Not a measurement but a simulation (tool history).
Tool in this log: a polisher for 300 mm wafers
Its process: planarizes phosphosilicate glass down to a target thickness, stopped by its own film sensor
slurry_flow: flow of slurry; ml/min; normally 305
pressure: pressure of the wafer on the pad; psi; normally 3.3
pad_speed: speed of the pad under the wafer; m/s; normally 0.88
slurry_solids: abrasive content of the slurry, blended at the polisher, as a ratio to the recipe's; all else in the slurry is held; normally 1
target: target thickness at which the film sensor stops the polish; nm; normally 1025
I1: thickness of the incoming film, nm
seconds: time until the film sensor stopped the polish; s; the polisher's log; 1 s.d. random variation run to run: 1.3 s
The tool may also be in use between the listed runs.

{"run": 1, "hour": 0.0, "slurry_flow": 305, "pressure": 3.3, "pad_speed": 0.88, "slurry_solids": 1, "target": 1025, "I1": 1831.5, "seconds": 107.8}
{"run": 2, "hour": 7.3, "slurry_flow": 305, "pressure": 3.3, "pad_speed": 0.88, "slurry_solids": 1, "target": 1025, "I1": 1849.3, "seconds": 107.8}
{"hour": 20.3, "done": "worn pad replaced by a new one"}
{"run": 3, "hour": 20.8, "slurry_flow": 305, "pressure": 3.3, "pad_speed": 0.88, "slurry_solids": 1, "target": 1025, "I1": 1822.3, "seconds": 107.4}
{"run": 4, "hour": 22.8, "slurry_flow": 305, "pressure": 3.3, "pad_speed": 0.88, "slurry_solids": 1, "target": 1025, "I1": 1844.3, "seconds": 107.7}
{"run": 5, "hour": 38.1, "slurry_flow": 305, "pressure": 3.3, "pad_speed": 0.88, "slurry_solids": 1, "target": 1025, "I1": 1818.7, "seconds": 106.1}
{"run": 6, "hour": 47.3, "slurry_flow": 370, "pressure": 3.3, "pad_speed": 1.06, "slurry_solids": 1, "target": 1025, "I1": 1855.1, "seconds": 95.1}
{"run": 7, "hour": 62.5, "slurry_flow": 305, "pressure": 4.4, "pad_speed": 1.1, "slurry_solids": 1.1, "target": 1025, "I1": 1817.3, "seconds": 67.8}
{"run": 8, "hour": 69.4, "slurry_flow": 305, "pressure": 3.3, "pad_speed": 0.88, "slurry_solids": 0.9, "target": 1025, "I1": 1810.8, "seconds": 111.7}
{"run": 9, "hour": 84.0, "slurry_flow": 305, "pressure": 3.3, "pad_speed": 0.88, "slurry_solids": 1, "target": 1025, "I1": 1862.1, "seconds": 114.6}
{"run": 10, "hour": 91.8, "slurry_flow": 305, "pressure": 4.4, "pad_speed": 0.66, "slurry_solids": 1.2, "target": 773, "I1": 1832.2, "seconds": 134.7}
{"hour": 102.4, "done": "slurry blender recalibrated"}
{"hour": 104.4, "done": "slurry nozzle cleaned"}
{"run": 11, "hour": 105.7, "slurry_flow": 305, "pressure": 3.3, "pad_speed": 0.88, "slurry_solids": 1, "target": 1025, "I1": 1817.1, "seconds": 99.2}
{"run": 12, "hour": 122.6, "slurry_flow": 305, "pressure": 3.3, "pad_speed": 0.88, "slurry_solids": 1, "target": 1025, "I1": 1831.1, "seconds": 101}
{"run": 13, "hour": 133.1, "slurry_flow": 305, "pressure": 2.3, "pad_speed": 0.76, "slurry_solids": 1, "target": 1025, "I1": 1811.4, "seconds": 149.1}
{"hour": 146.7, "done": "worn pad replaced by a new one"}
{"run": 14, "hour": 147.6, "slurry_flow": 305, "pressure": 4.5, "pad_speed": 1.06, "slurry_solids": 0.85, "target": 933, "I1": 1819, "seconds": 77.5}
{"run": 15, "hour": 159.8, "slurry_flow": 385, "pressure": 3.3, "pad_speed": 0.88, "slurry_solids": 1, "target": 1025, "I1": 1838.4, "seconds": 99.8}
{"run": 16, "hour": 177.2, "slurry_flow": 305, "pressure": 3.6, "pad_speed": 0.88, "slurry_solids": 1.25, "target": 1025, "I1": 1839.6, "seconds": 87.5}
{"run": 17, "hour": 191.2, "slurry_flow": 305, "pressure": 3.3, "pad_speed": 0.88, "slurry_solids": 1.1, "target": 1025, "I1": 1857.9, "seconds": 105.1}
{"run": 18, "hour": 202.9, "slurry_flow": 280, "pressure": 3.3, "pad_speed": 0.88, "slurry_solids": 1, "target": 1025, "I1": 1830.4, "seconds": 103.5}
{"run": 19, "hour": 220.7, "slurry_flow": 360, "pressure": 3.3, "pad_speed": 0.88, "slurry_solids": 1, "target": 1025, "I1": 1839.5, "seconds": 104.6}
{"run": 20, "hour": 237.3, "slurry_flow": 205, "pressure": 3.3, "pad_speed": 0.88, "slurry_solids": 0.9, "target": 850, "I1": 1858.8, "seconds": 143.6}
{"run": 21, "hour": 250.4, "slurry_flow": 205, "pressure": 3.3, "pad_speed": 0.88, "slurry_solids": 0.9, "target": 850, "I1": 1821.2, "seconds": 140.6}
{"run": 22, "hour": 256.7, "slurry_flow": 305, "pressure": 2.5, "pad_speed": 0.7, "slurry_solids": 0.9, "target": 851, "I1": 1818.9, "seconds": 199.6}
{"run": 23, "hour": 268.0, "slurry_flow": 250, "pressure": 3.3, "pad_speed": 0.58, "slurry_solids": 1, "target": 810, "I1": 1825.2, "seconds": 190.3}
{"run": 24, "hour": 284.9, "slurry_flow": 260, "pressure": 3.3, "pad_speed": 1.16, "slurry_solids": 1, "target": 798, "I1": 1827.5, "seconds": 111.4}
{"hour": 297.3, "done": "worn pad replaced by a new one"}
{"run": 25, "hour": 299.5, "slurry_flow": 305, "pressure": 2.6, "pad_speed": 1.06, "slurry_solids": 0.85, "target": 1025, "I1": 1837, "seconds": 123.5}

The same runs without the tool's hidden state, with the same run-to-run variation:
The hidden state here: removal rate lost through wear of the pad, %; slurry flow missing at the pad, %; deviation of the head's pressure from its setpoint, %; abrasive missing from the slurry, %; time polished since the conditioner stopped cutting, s.
run=1 seconds=99.5
run=2 seconds=99.1
run=3 seconds=98.2
run=4 seconds=98.4
run=5 seconds=96.2
run=6 seconds=85.9
run=7 seconds=61.1
run=8 seconds=99.3
run=9 seconds=101.8
run=10 seconds=120.4
run=11 seconds=98.2
run=12 seconds=99.4
run=13 seconds=146.2
run=14 seconds=75.4
run=15 seconds=96.9
run=16 seconds=84.8
run=17 seconds=101.1
run=18 seconds=98.9
run=19 seconds=99.3
run=20 seconds=135.1
run=21 seconds=131.5
run=22 seconds=186.2
run=23 seconds=177.2
run=24 seconds=103
run=25 seconds=112.8
